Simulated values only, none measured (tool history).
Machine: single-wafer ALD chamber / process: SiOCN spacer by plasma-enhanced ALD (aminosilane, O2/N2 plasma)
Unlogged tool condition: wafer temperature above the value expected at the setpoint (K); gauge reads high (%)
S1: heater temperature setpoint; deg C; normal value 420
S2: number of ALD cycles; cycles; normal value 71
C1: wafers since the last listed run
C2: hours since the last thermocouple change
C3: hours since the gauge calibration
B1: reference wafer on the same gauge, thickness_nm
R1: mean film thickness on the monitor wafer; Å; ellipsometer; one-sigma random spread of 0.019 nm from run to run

run 1 hour=0.0 | S1=424 S2=71 | C1=0 C2=1705.3 C3=77.0 | B1=3.866 | R1=37.14
run 2 hour=17.4 | S1=420 S2=71 | C1=42 C2=1722.7 C3=94.4 | B1=3.855 | R1=37.16
run 3 hour=34.8 | S1=420 S2=71 | C1=42 C2=1740.1 C3=111.8 | B1=3.864 | R1=37.40
run 4 hour=78.6 | S1=409 S2=78 | C1=106 C2=1783.9 C3=155.6 | B1=3.860 | R1=42.94
run 5 hour=95.4 | S1=409 S2=78 | C1=40 C2=1800.7 C3=172.4 | B1=3.860 | R1=42.83
-- hour=100.6 gauge calibrated
run 6 hour=102.3 | S1=409 S2=78 | C1=16 C2=1807.6 C3=1.7 | B1=3.862 | R1=42.95
run 7 hour=109.9 | S1=428 S2=76 | C1=18 C2=1815.2 C3=9.3 | B1=3.860 | R1=39.00
run 8 hour=116.3 | S1=428 S2=76 | C1=15 C2=1821.6 C3=15.7 | B1=3.857 | R1=39.14
run 9 hour=130.4 | S1=406 S2=82 | C1=34 C2=1835.7 C3=29.8 | B1=3.857 | R1=45.78
run 10 hour=141.5 | S1=434 S2=60 | C1=26 C2=1846.8 C3=40.9 | B1=3.862 | R1=30.03
-- hour=158.5 thermocouple changed; heater temperature recalibrated
run 11 hour=159.0 | S1=420 S2=71 | C1=23 C2=0.5 C3=58.4 | B1=3.857 | R1=37.50
run 12 hour=162.7 | S1=435 S2=75 | C1=8 C2=4.2 C3=62.1 | B1=3.863 | R1=37.57
run 13 hour=180.1 | S1=420 S2=63 | C1=42 C2=21.6 C3=79.5 | B1=3.859 | R1=33.12
run 14 hour=187.4 | S1=414 S2=61 | C1=17 C2=28.9 C3=86.8 | B1=3.861 | R1=32.95
run 15 hour=201.1 | S1=425 S2=64 | C1=33 C2=42.6 C3=100.5 | B1=3.861 | R1=33.16
run 16 hour=213.7 | S1=431 S2=63 | C1=30 C2=55.2 C3=113.1 | B1=3.857 | R1=32.03

What if the next run were any one of these 3? Each begins from the tool's condition after run 16:
run A hour=214.2 | S1=425 S2=71 | C1=1 C2=55.7 C3=113.6 | B1=? | R1=?
run B hour=214.2 | S1=426 S2=64 | C1=1 C2=55.7 C3=113.6 | B1=? | R1=?
run C hour=214.2 | S1=427 S2=78 | C1=1 C2=55.7 C3=113.6 | B1=? | R1=?

run=A B1=3.860 R1=36.61
run=B B1=3.860 R1=32.88
run=C B1=3.860 R1=39.92
Without the tool's unlogged condition, the same runs would have read:
run=A R1=36.61
run=B R1=32.88
run=C R1=39.92
